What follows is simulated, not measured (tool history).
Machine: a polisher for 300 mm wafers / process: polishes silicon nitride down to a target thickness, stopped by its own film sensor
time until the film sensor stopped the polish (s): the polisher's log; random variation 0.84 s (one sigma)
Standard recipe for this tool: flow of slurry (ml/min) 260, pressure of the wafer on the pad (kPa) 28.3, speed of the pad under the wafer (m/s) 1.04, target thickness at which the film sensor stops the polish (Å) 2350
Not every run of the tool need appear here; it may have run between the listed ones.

run,day,flow of slurry (ml/min),pressure of the wafer on the pad (kPa),speed of the pad under the wafer (m/s),target thickness at which the film sensor stops the polish (Å),"incoming thickness of the incoming film, nm",time until the film sensor stopped the polish (s)
1,0.000,260,28.3,1.04,2350,364.9,46.7
2,2.567,260,28.3,1.04,2350,365.3,48.7
# day 4.017: slurry nozzle cleaned
3,4.304,260,28.3,1.04,2350,372.0,50.2
# day 4.650: worn pad replaced by a new one
4,6.708,260,28.3,1.04,2350,371.6,49.9
5,8.817,260,28.3,1.04,2350,363.4,46.7
6,10.258,260,28.3,1.04,2350,374.7,51.0
7,11.788,285,28.3,1.20,2350,362.8,41.4
8,14.071,285,28.3,1.20,2350,367.8,43.2
# day 16.371: slurry nozzle cleaned
9,16.933,285,28.3,1.20,2350,367.7,43.6
# day 18.325: worn pad replaced by a new one
10,19.888,260,28.3,1.04,2350,369.7,49.2
11,21.733,330,28.3,1.04,2350,366.7,48.0
12,24.012,330,28.3,1.04,2350,378.2,50.2
13,25.171,330,28.3,1.04,2350,368.0,48.4
# day 25.929: head pressure recalibrated
14,27.608,260,28.3,1.04,2350,374.5,52.4
15,28.646,260,28.3,1.04,2350,372.0,49.3
# day 30.804: slurry nozzle cleaned
16,31.346,260,28.3,1.04,2350,368.1,48.5
17,33.212,295,28.3,1.04,2600,371.4,39.9
# day 33.742: worn pad replaced by a new one
18,36.088,350,28.3,1.18,2000,372.0,56.7
19,38.921,260,28.3,1.04,2350,370.3,48.7
20,41.496,260,28.3,1.04,2480,367.3,44.3
21,43.746,215,28.3,1.28,2350,373.9,45.4
22,44.900,300,28.3,1.04,2350,367.7,47.8
23,46.275,260,28.3,1.04,2810,367.5,30.9
# day 46.558: slurry nozzle cleaned
24,48.012,215,28.3,1.28,2350,369.1,42.8
# day 48.312: worn pad replaced by a new one
25,50.358,215,28.3,0.68,2540,368.5,53.6
26,51.817,230,33.1,1.34,2350,372.6,38.0
27,54.704,260,28.3,1.26,2170,371.8,48.3
28,56.958,260,28.3,1.04,2680,366.6,36.3
29,58.000,260,28.3,1.04,2350,366.7,47.9
# day 58.404: slurry nozzle cleaned
# day 60.658: worn pad replaced by a new one
30,60.679,195,31.7,1.30,2790,370.7,27.5
31,63.725,215,28.3,0.68,2540,370.6,54.0
32,65.542,290,35.2,0.76,2090,372.4,57.5
33,69.221,260,28.3,1.04,2350,370.9,49.9

List, for all runs, the conditions of the tool that the log does not record:
removal rate lost through wear of the pad, %: 0 at every run
slurry flow missing at the pad, %: 0 at every run
deviation of the head's pressure from its setpoint, %: 0 at every run
